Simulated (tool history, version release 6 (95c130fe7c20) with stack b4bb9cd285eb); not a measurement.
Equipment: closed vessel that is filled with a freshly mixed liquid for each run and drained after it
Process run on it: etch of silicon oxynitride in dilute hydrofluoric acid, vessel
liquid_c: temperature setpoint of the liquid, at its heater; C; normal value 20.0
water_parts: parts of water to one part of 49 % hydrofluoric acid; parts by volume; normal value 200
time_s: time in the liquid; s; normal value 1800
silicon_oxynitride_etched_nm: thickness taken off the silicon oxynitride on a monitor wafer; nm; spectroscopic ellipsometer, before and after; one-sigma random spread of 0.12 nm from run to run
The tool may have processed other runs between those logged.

run,hour,liquid_c,water_parts,time_s,"read-back film thickness of the silicon oxynitride reference wafer, read on the same gauge (nm)",silicon_oxynitride_etched_nm
1,0.0,20.0,160,1800,150.03,33.02
2,45.6,22.0,200,1800,149.98,28.00
3,150.2,22.0,200,1800,149.97,28.54
4,193.9,22.0,200,1800,150.02,28.59
5,241.2,20.0,200,1800,150.01,26.07
6,285.0,20.0,200,1800,149.99,26.07
7,352.3,20.0,200,1800,150.02,25.81
# hour 407.0: hydrofluoric acid flow meter replaced, repeated, since the last time left the tool worse
8,454.1,20.0,200,1800,150.01,23.22
9,496.1,20.0,200,1800,150.01,22.98
10,555.4,17.0,145,1800,150.00,28.63
11,634.5,17.0,145,1800,150.03,29.01
12,730.8,20.0,200,1800,149.97,23.26
# hour 777.7: thermometer replaced
13,837.1,17.0,155,1500,150.01,22.48
14,908.8,17.0,285,1800,150.01,13.61
15,984.6,18.5,150,2710,150.01,45.34
16,1036.4,17.0,200,1015,149.99,11.49
17,1137.2,20.0,200,1800,150.03,23.87
18,1216.3,20.0,200,1800,150.00,23.94
19,1284.8,22.5,200,2785,150.02,41.50
20,1391.3,20.0,200,1495,150.02,19.94
21,1484.5,20.0,135,2440,149.98,50.09
22,1553.9,17.0,200,1800,150.01,21.20
23,1597.8,23.0,110,2720,150.00,81.93
24,1641.2,20.0,200,1800,150.00,24.41
25,1697.4,21.5,295,1130,150.01,10.46
26,1739.7,20.0,200,2370,150.00,32.23
# hour 1754.1: hydrofluoric acid flow meter replaced
27,1809.0,20.0,200,1800,149.99,22.97
28,1890.5,20.0,200,2515,149.98,32.19
29,1985.5,20.0,240,2415,150.00,25.36
30,2078.6,20.0,200,1800,150.01,23.25
31,2119.8,23.0,175,890,150.03,15.47
32,2166.4,20.0,100,2210,150.00,61.44
33,2243.8,20.0,200,2320,150.03,30.41

What if the next run were any one of these 3? Each begins from the tool's condition after run 33:
A,2244.9,20.0,200,1800,?,?
B,2244.9,20.0,200,2280,?,?
C,2244.9,22.0,135,2675,?,?

run,"read-back film thickness of the silicon oxynitride reference wafer, read on the same gauge (nm)",silicon_oxynitride_etched_nm
A,150.04,23.39
B,150.04,29.62
C,150.04,59.12
With no hidden state in the tool, these same runs would have given:
run,silicon_oxynitride_etched_nm
A,22.65
B,28.69
C,57.31
